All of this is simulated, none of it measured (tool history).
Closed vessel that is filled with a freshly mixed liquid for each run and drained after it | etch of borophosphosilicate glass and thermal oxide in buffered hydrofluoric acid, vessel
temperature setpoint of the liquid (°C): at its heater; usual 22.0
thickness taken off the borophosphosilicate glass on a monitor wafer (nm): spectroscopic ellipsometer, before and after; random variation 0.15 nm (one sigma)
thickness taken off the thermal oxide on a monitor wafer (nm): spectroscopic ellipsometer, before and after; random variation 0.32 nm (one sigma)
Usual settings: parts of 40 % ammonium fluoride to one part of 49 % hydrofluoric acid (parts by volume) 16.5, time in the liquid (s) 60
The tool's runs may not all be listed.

run	hour	temperature setpoint of the liquid (°C)	parts of 40 % ammonium fluoride to one part of 49 % hydrofluoric acid (parts by volume)	time in the liquid (s)	wafers since the last listed run	hours since the thermometer was replaced	hours since the hydrofluoric acid flow meter was replaced	hours since the gauge calibration	read-back film thickness of the borophosphosilicate glass reference wafer, read on the same gauge (nm)	read-back film thickness of the thermal oxide reference wafer, read on the same gauge (nm)	thickness taken off the borophosphosilicate glass on a monitor wafer (nm)	thickness taken off the thermal oxide on a monitor wafer (nm)
1	0.0	22.0	16.5	70	0	375.6	881.8	1441.4	120.00	130.01	57.50	43.90
2	137.1	22.0	16.5	60	13984	512.7	1018.9	1578.5	120.00	129.99	49.79	37.84
3	164.0	17.5	16.5	60	2743	539.6	1045.8	1605.4	119.98	130.03	38.74	29.03
4	202.3	22.0	16.5	60	3906	577.9	1084.1	1643.7	120.01	130.01	49.60	37.11
# hour 229.2: hydrofluoric acid flow meter replaced
5	234.1	22.0	16.5	35	3141	609.7	4.9	1675.5	119.98	129.99	27.83	21.09
6	274.7	22.0	10.5	40	4141	650.3	45.5	1716.1	119.99	130.03	49.34	37.85
7	314.9	25.5	16.5	95	4100	690.5	85.7	1756.3	119.96	130.00	90.88	69.18
8	368.1	24.5	16.5	60	5426	743.7	138.9	1809.5	119.97	130.01	54.34	42.02
9	406.0	18.5	22.5	90	3865	781.6	176.8	1847.4	120.00	129.98	45.01	33.62
10	454.6	22.0	21.5	60	4957	830.2	225.4	1896.0	120.00	130.01	37.49	28.05
11	518.1	25.5	18.0	60	6476	893.7	288.9	1959.5	120.02	130.01	53.67	40.40
12	551.7	18.0	16.5	60	3427	927.3	322.5	1993.1	120.06	129.97	38.61	29.38
13	583.3	22.0	16.5	60	3223	958.9	354.1	2024.7	119.94	130.00	48.44	36.97
14	611.6	18.5	22.5	90	2886	987.2	382.4	2053.0	120.07	129.99	45.15	34.13
15	667.7	24.0	14.5	30	5722	1043.3	438.5	2109.1	120.01	130.00	30.74	23.24
16	723.7	22.0	14.5	75	5711	1099.3	494.5	2165.1	119.97	129.99	68.65	52.16
# hour 764.1: gauge calibrated
17	776.4	18.0	11.5	45	5375	1152.0	547.2	12.3	119.93	129.98	41.43	31.27
18	818.5	22.0	12.5	45	4294	1194.1	589.3	54.4	119.94	129.98	47.76	36.58
19	883.6	20.5	14.5	50	6640	1259.2	654.4	119.5	119.98	130.00	42.20	32.11
20	942.9	18.0	20.0	30	6048	1318.5	713.7	178.8	120.00	130.00	16.09	12.37
21	1008.9	22.0	16.5	40	6731	1384.5	779.7	244.8	120.01	129.99	32.42	25.03
22	1047.8	24.0	11.0	30	3967	1423.4	818.6	283.7	119.99	130.01	40.65	30.89
23	1082.0	25.0	11.0	30	3488	1457.6	852.8	317.9	119.96	129.98	42.89	32.52
24	1141.2	22.0	16.5	60	6038	1516.8	912.0	377.1	119.99	129.99	48.83	37.63
25	1212.7	22.0	16.5	60	7292	1588.3	983.5	448.6	119.99	130.01	49.27	37.74
# hour 1237.8: hydrofluoric acid flow meter replaced
26	1247.3	23.5	16.5	60	3427	1622.9	9.5	483.2	119.98	130.04	51.42	39.08

3 ways to go on from here, each from the tool as it stands after run 26. What would each give?
A	1248.0	22.0	16.5	60	71	1623.6	10.2	483.9	?	?	?	?
B	1248.0	17.5	10.5	30	71	1623.6	10.2	483.9	?	?	?	?
C	1248.0	22.0	16.5	85	71	1623.6	10.2	483.9	?	?	?	?

run	read-back film thickness of the borophosphosilicate glass reference wafer, read on the same gauge (nm)	read-back film thickness of the thermal oxide reference wafer, read on the same gauge (nm)	thickness taken off the borophosphosilicate glass on a monitor wafer (nm)	thickness taken off the thermal oxide on a monitor wafer (nm)
A	120.03	130.02	47.20	35.72
B	120.03	130.02	28.71	21.60
C	120.03	130.02	66.86	50.61
Without the tool's hidden state the same runs would have given:
run	thickness taken off the borophosphosilicate glass on a monitor wafer (nm)	thickness taken off the thermal oxide on a monitor wafer (nm)
A	47.80	36.19
B	29.09	21.89
C	67.72	51.27
